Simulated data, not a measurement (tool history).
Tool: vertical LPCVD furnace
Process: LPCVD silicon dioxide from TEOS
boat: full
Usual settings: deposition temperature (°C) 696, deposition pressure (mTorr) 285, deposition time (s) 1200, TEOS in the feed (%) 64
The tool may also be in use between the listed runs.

run	hour	deposition temperature (°C)	deposition pressure (mTorr)	deposition time (s)	TEOS in the feed (%)	read-back reference wafer on the same gauge, thickness	film thickness on the monitor wafer in the middle of the boat (angstrom)
1	0.0	696	285	1200	64	122.98	1265.5
2	70.3	696	285	1560	64	122.96	1645.0
3	132.9	696	285	1200	74	122.92	1361.7
4	181.8	696	285	1200	74	123.00	1358.7
5	314.6	696	285	1200	64	123.02	1266.2
6	365.0	689	285	1200	73	122.97	1149.6
7	425.3	689	285	1200	73	123.01	1148.3
# hour 478.7: gauge calibrated
8	479.2	696	285	1200	64	123.05	1267.7
# hour 560.8: TEOS flow controller replaced
# hour 569.3: thermocouples replaced and temperature profile calibrated
# hour 570.4: pressure gauge zeroed
9	570.9	696	285	1200	64	123.06	1266.9
10	611.9	700	285	1200	67	122.97	1419.6
11	658.5	696	285	1200	64	123.06	1266.8
12	691.9	696	285	1200	64	123.05	1267.9
13	728.0	696	285	1200	64	123.00	1263.9
14	772.6	703	255	1050	56	123.06	1150.2
15	811.1	708	285	1200	64	122.98	1670.6
16	878.7	688	215	1200	53	123.00	824.3
17	918.7	705	285	1590	72	123.02	2189.1
18	979.1	696	285	1560	64	123.02	1640.9
19	1003.4	696	265	1410	58	122.99	1362.6

Forecast each of these 5 alternatives for the next run:
A	1007.5	696	285	1200	55	?	?
B	1007.5	704	285	930	52	?	?
C	1007.5	699	310	720	56	?	?
D	1007.5	696	305	1200	70	?	?
E	1007.5	696	255	1200	55	?	?

run	read-back reference wafer on the same gauge, thickness	film thickness on the monitor wafer in the middle of the boat (angstrom)
A	122.98	1166.9
B	122.98	1059.1
C	122.98	790.9
D	122.98	1362.6
E	122.98	1102.6
Without the tool's hidden state the same runs would have given:
run	film thickness on the monitor wafer in the middle of the boat (angstrom)
A	1172.7
B	1064.4
C	794.3
D	1368.6
E	1109.3
